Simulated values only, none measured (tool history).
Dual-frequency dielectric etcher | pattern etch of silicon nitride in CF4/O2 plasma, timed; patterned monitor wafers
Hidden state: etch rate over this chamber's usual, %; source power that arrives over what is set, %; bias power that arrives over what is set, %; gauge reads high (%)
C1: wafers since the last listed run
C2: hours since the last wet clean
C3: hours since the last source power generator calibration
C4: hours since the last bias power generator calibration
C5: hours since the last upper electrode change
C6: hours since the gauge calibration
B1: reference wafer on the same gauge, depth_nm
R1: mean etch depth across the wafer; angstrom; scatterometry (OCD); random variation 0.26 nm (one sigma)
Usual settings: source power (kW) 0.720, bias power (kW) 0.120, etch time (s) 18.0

run 1 day=0.000 | source_power_(kW)=0.720 bias_power_(kW)=0.120 etch_time_(s)=22.5 | C1=0 C2=13.1 C3=3118.6 C4=1431.0 C5=4453.0 C6=724.0 | B1=33.13 | R1=489.1
run 2 day=2.954 | source_power_(kW)=0.720 bias_power_(kW)=0.120 etch_time_(s)=22.5 | C1=1023 C2=84.0 C3=3189.5 C4=1501.9 C5=4523.9 C6=794.9 | B1=33.08 | R1=490.8
run 3 day=3.546 | source_power_(kW)=0.720 bias_power_(kW)=0.120 etch_time_(s)=22.5 | C1=205 C2=98.2 C3=3203.7 C4=1516.1 C5=4538.1 C6=809.1 | B1=33.12 | R1=491.4
run 4 day=4.938 | source_power_(kW)=0.610 bias_power_(kW)=0.120 etch_time_(s)=18.0 | C1=482 C2=131.6 C3=3237.1 C4=1549.5 C5=4571.5 C6=842.5 | B1=33.12 | R1=327.3
run 5 day=5.708 | source_power_(kW)=0.610 bias_power_(kW)=0.120 etch_time_(s)=18.0 | C1=267 C2=150.1 C3=3255.6 C4=1568.0 C5=4590.0 C6=861.0 | B1=33.16 | R1=325.3
-- day=6.854 gauge calibrated
run 6 day=6.908 | source_power_(kW)=0.720 bias_power_(kW)=0.120 etch_time_(s)=18.0 | C1=415 C2=178.9 C3=3284.4 C4=1596.8 C5=4618.8 C6=1.3 | B1=33.08 | R1=392.0
run 7 day=7.879 | source_power_(kW)=0.720 bias_power_(kW)=0.120 etch_time_(s)=18.0 | C1=336 C2=202.2 C3=3307.7 C4=1620.1 C5=4642.1 C6=24.6 | B1=33.06 | R1=398.7
-- day=9.588 upper electrode replaced
run 8 day=9.608 | source_power_(kW)=0.720 bias_power_(kW)=0.120 etch_time_(s)=18.0 | C1=252 C2=243.7 C3=3349.2 C4=1661.6 C5=0.5 C6=66.1 | B1=33.10 | R1=395.3
run 9 day=9.692 | source_power_(kW)=0.670 bias_power_(kW)=0.120 etch_time_(s)=18.0 | C1=28 C2=245.7 C3=3351.2 C4=1663.6 C5=2.5 C6=68.1 | B1=33.10 | R1=369.5
run 10 day=10.329 | source_power_(kW)=0.890 bias_power_(kW)=0.120 etch_time_(s)=18.0 | C1=220 C2=261.0 C3=3366.5 C4=1678.9 C5=17.8 C6=83.4 | B1=33.01 | R1=488.5
run 11 day=11.588 | source_power_(kW)=0.720 bias_power_(kW)=0.120 etch_time_(s)=18.0 | C1=436 C2=291.2 C3=3396.7 C4=1709.1 C5=48.0 C6=113.6 | B1=33.13 | R1=394.8
run 12 day=12.188 | source_power_(kW)=0.720 bias_power_(kW)=0.120 etch_time_(s)=18.0 | C1=207 C2=305.6 C3=3411.1 C4=1723.5 C5=62.4 C6=128.0 | B1=33.14 | R1=399.5
run 13 day=13.429 | source_power_(kW)=0.650 bias_power_(kW)=0.149 etch_time_(s)=15.5 | C1=430 C2=335.4 C3=3440.9 C4=1753.3 C5=92.2 C6=157.8 | B1=33.10 | R1=343.7
run 14 day=14.092 | source_power_(kW)=0.720 bias_power_(kW)=0.120 etch_time_(s)=18.0 | C1=229 C2=351.3 C3=3456.8 C4=1769.2 C5=108.1 C6=173.7 | B1=33.02 | R1=399.3
run 15 day=14.812 | source_power_(kW)=0.560 bias_power_(kW)=0.120 etch_time_(s)=15.0 | C1=249 C2=368.6 C3=3474.1 C4=1786.5 C5=125.4 C6=191.0 | B1=33.07 | R1=257.7
run 16 day=16.012 | source_power_(kW)=0.720 bias_power_(kW)=0.120 etch_time_(s)=18.0 | C1=415 C2=397.4 C3=3502.9 C4=1815.3 C5=154.2 C6=219.8 | B1=33.04 | R1=401.4
run 17 day=16.542 | source_power_(kW)=0.770 bias_power_(kW)=0.120 etch_time_(s)=19.5 | C1=183 C2=410.1 C3=3515.6 C4=1828.0 C5=166.9 C6=232.5 | B1=33.16 | R1=467.2
-- day=17.529 bias power generator calibrated
-- day=18.079 wet clean of the chamber
run 18 day=18.100 | source_power_(kW)=0.720 bias_power_(kW)=0.120 etch_time_(s)=13.0 | C1=291 C2=0.5 C3=3553.0 C4=13.7 C5=204.3 C6=269.9 | B1=33.10 | R1=280.8
run 19 day=18.496 | source_power_(kW)=0.770 bias_power_(kW)=0.111 etch_time_(s)=14.0 | C1=137 C2=10.0 C3=3562.5 C4=23.2 C5=213.8 C6=279.4 | B1=33.05 | R1=310.7
run 20 day=19.888 | source_power_(kW)=0.880 bias_power_(kW)=0.097 etch_time_(s)=18.0 | C1=482 C2=43.4 C3=3595.9 C4=56.6 C5=247.2 C6=312.8 | B1=33.10 | R1=434.8
-- day=20.750 source power generator calibrated
run 21 day=20.892 | source_power_(kW)=0.720 bias_power_(kW)=0.120 etch_time_(s)=18.0 | C1=290 C2=67.5 C3=3.4 C4=80.7 C5=271.3 C6=336.9 | B1=33.11 | R1=388.5
run 22 day=21.533 | source_power_(kW)=0.650 bias_power_(kW)=0.120 etch_time_(s)=18.0 | C1=222 C2=82.9 C3=18.8 C4=96.1 C5=286.7 C6=352.3 | B1=33.11 | R1=347.4
run 23 day=22.379 | source_power_(kW)=0.720 bias_power_(kW)=0.120 etch_time_(s)=18.0 | C1=293 C2=103.2 C3=39.1 C4=116.4 C5=307.0 C6=372.6 | B1=33.04 | R1=389.5
run 24 day=26.617 | source_power_(kW)=0.560 bias_power_(kW)=0.120 etch_time_(s)=18.0 | C1=1468 C2=204.9 C3=140.8 C4=218.1 C5=408.7 C6=474.3 | B1=33.12 | R1=299.3
run 25 day=27.338 | source_power_(kW)=0.720 bias_power_(kW)=0.120 etch_time_(s)=18.0 | C1=249 C2=222.2 C3=158.1 C4=235.4 C5=426.0 C6=491.6 | B1=33.10 | R1=396.6
run 26 day=27.896 | source_power_(kW)=0.720 bias_power_(kW)=0.120 etch_time_(s)=18.0 | C1=193 C2=235.6 C3=171.5 C4=248.8 C5=439.4 C6=505.0 | B1=33.15 | R1=396.6
run 27 day=28.608 | source_power_(kW)=0.610 bias_power_(kW)=0.120 etch_time_(s)=15.5 | C1=246 C2=252.7 C3=188.6 C4=265.9 C5=456.5 C6=522.1 | B1=33.04 | R1=288.0
run 28 day=29.321 | source_power_(kW)=0.550 bias_power_(kW)=0.109 etch_time_(s)=22.0 | C1=246 C2=269.8 C3=205.7 C4=283.0 C5=473.6 C6=539.2 | B1=33.10 | R1=345.1
run 29 day=30.388 | source_power_(kW)=0.720 bias_power_(kW)=0.120 etch_time_(s)=18.0 | C1=369 C2=295.4 C3=231.3 C4=308.6 C5=499.2 C6=564.8 | B1=33.11 | R1=398.1
run 30 day=31.433 | source_power_(kW)=0.790 bias_power_(kW)=0.101 etch_time_(s)=22.0 | C1=362 C2=320.5 C3=256.4 C4=333.7 C5=524.3 C6=589.9 | B1=33.09 | R1=494.6
run 31 day=32.762 | source_power_(kW)=0.720 bias_power_(kW)=0.099 etch_time_(s)=18.0 | C1=460 C2=352.4 C3=288.3 C4=365.6 C5=556.2 C6=621.8 | B1=33.13 | R1=358.5

Hidden state or all else? Some run-to-run changes of R1, split into what the settings, what came in and random variation would give without the hidden state, and what is left for the hidden state (with any gauge scatter that isn't in both results):
Run 3 -> 4: source power (kW) 0.720 -> 0.610, etch time (s) 22.5 -> 18.0. R1 -164.1 angstrom: hidden state -1.0, all else -163.1.
Run 14 -> 15: source power (kW) 0.720 -> 0.560, etch time (s) 18.0 -> 15.0. R1 -141.6 angstrom: hidden state -4.7, all else -136.9.
Run 15 -> 16: source power (kW) 0.560 -> 0.720, etch time (s) 15.0 -> 18.0. R1 +143.7 angstrom: hidden state +6.4, all else +137.3.
Run 17 -> 18: source power (kW) 0.770 -> 0.720, etch time (s) 19.5 -> 13.0, bias power generator calibrated, wet clean of the chamber. R1 -186.4 angstrom: hidden state -18.0, all else -168.4.
